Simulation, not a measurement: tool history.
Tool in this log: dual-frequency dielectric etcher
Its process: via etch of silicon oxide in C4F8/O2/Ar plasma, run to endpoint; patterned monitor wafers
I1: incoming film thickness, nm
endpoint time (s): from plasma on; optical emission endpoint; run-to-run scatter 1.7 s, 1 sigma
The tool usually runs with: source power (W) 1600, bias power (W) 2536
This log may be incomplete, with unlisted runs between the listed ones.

{"run": 1, "day": 0.0, "source power (W)": 1600, "bias power (W)": 2265, "I1": 1256.5, "endpoint time (s)": 268.8}
{"run": 2, "day": 0.962, "source power (W)": 1810, "bias power (W)": 2536, "I1": 1243.5, "endpoint time (s)": 243.3}
{"run": 3, "day": 1.683, "source power (W)": 1810, "bias power (W)": 2536, "I1": 1244.8, "endpoint time (s)": 245.9}
{"run": 4, "day": 2.967, "source power (W)": 1600, "bias power (W)": 2536, "I1": 1259.5, "endpoint time (s)": 266.5}
{"run": 5, "day": 3.721, "source power (W)": 1600, "bias power (W)": 2536, "I1": 1249.8, "endpoint time (s)": 266.6}
{"run": 6, "day": 6.667, "source power (W)": 1420, "bias power (W)": 2536, "I1": 1242, "endpoint time (s)": 283.7}
{"run": 7, "day": 7.542, "source power (W)": 1420, "bias power (W)": 2536, "I1": 1248.6, "endpoint time (s)": 284.7}
{"run": 8, "day": 8.1, "source power (W)": 1600, "bias power (W)": 2536, "I1": 1266.2, "endpoint time (s)": 272.1}
{"run": 9, "day": 8.675, "source power (W)": 1500, "bias power (W)": 2196, "I1": 1244.5, "endpoint time (s)": 290.4}
{"run": 10, "day": 10.162, "source power (W)": 1500, "bias power (W)": 2196, "I1": 1259.3, "endpoint time (s)": 294.2}
{"run": 11, "day": 11.304, "source power (W)": 2000, "bias power (W)": 2159, "I1": 1249.9, "endpoint time (s)": 250.3}
{"run": 12, "day": 13.175, "source power (W)": 1600, "bias power (W)": 2536, "I1": 1255.5, "endpoint time (s)": 262.5}
{"run": 13, "day": 14.492, "source power (W)": 1600, "bias power (W)": 2912, "I1": 1263.7, "endpoint time (s)": 262.9}
{"run": 14, "day": 15.262, "source power (W)": 1850, "bias power (W)": 2009, "I1": 1249.5, "endpoint time (s)": 239.2}
{"run": 15, "day": 16.2, "source power (W)": 1600, "bias power (W)": 2536, "I1": 1259.8, "endpoint time (s)": 269.3}
{"run": 16, "day": 17.05, "source power (W)": 1600, "bias power (W)": 2322, "I1": 1249, "endpoint time (s)": 269.2}
{"run": 17, "day": 17.767, "source power (W)": 1260, "bias power (W)": 3033, "I1": 1241.3, "endpoint time (s)": 349.8}
{"run": 18, "day": 18.608, "source power (W)": 1780, "bias power (W)": 2536, "I1": 1241.4, "endpoint time (s)": 238.8}
{"run": 19, "day": 20.008, "source power (W)": 1280, "bias power (W)": 2237, "I1": 1247.1, "endpoint time (s)": 359.4}
{"run": 20, "day": 21.492, "source power (W)": 1600, "bias power (W)": 2536, "I1": 1258.3, "endpoint time (s)": 270.2}
{"run": 21, "day": 22.733, "source power (W)": 1720, "bias power (W)": 1940, "I1": 1243.3, "endpoint time (s)": 260.2}

Withheld: 4 entries from between the runs. Position of each, and hidden state at the listed run before versus the listed run after:
Runs 11 to 12: bias power generator calibrated (day 12.038); wet clean of the chamber (day 13.154)
  etch rate over this chamber's usual, %: -3.96 -> -0.456
  difference, measured minus the result without the unlogged condition, endpoint time (s): +9.9 -> +1.2
Runs 12 to 13: upper electrode replaced, of another model than before (day 14.471)
  etch rate over this chamber's usual, %: -0.456 -> -0.849
  difference, measured minus the result without the unlogged condition, endpoint time (s): +1.2 -> +2.2
Runs 16 to 17: source power generator calibrated (day 17.483)
  etch rate over this chamber's usual, %: -1.61 -> -1.83
  difference, measured minus the result without the unlogged condition, endpoint time (s): +4.3 -> +6.4
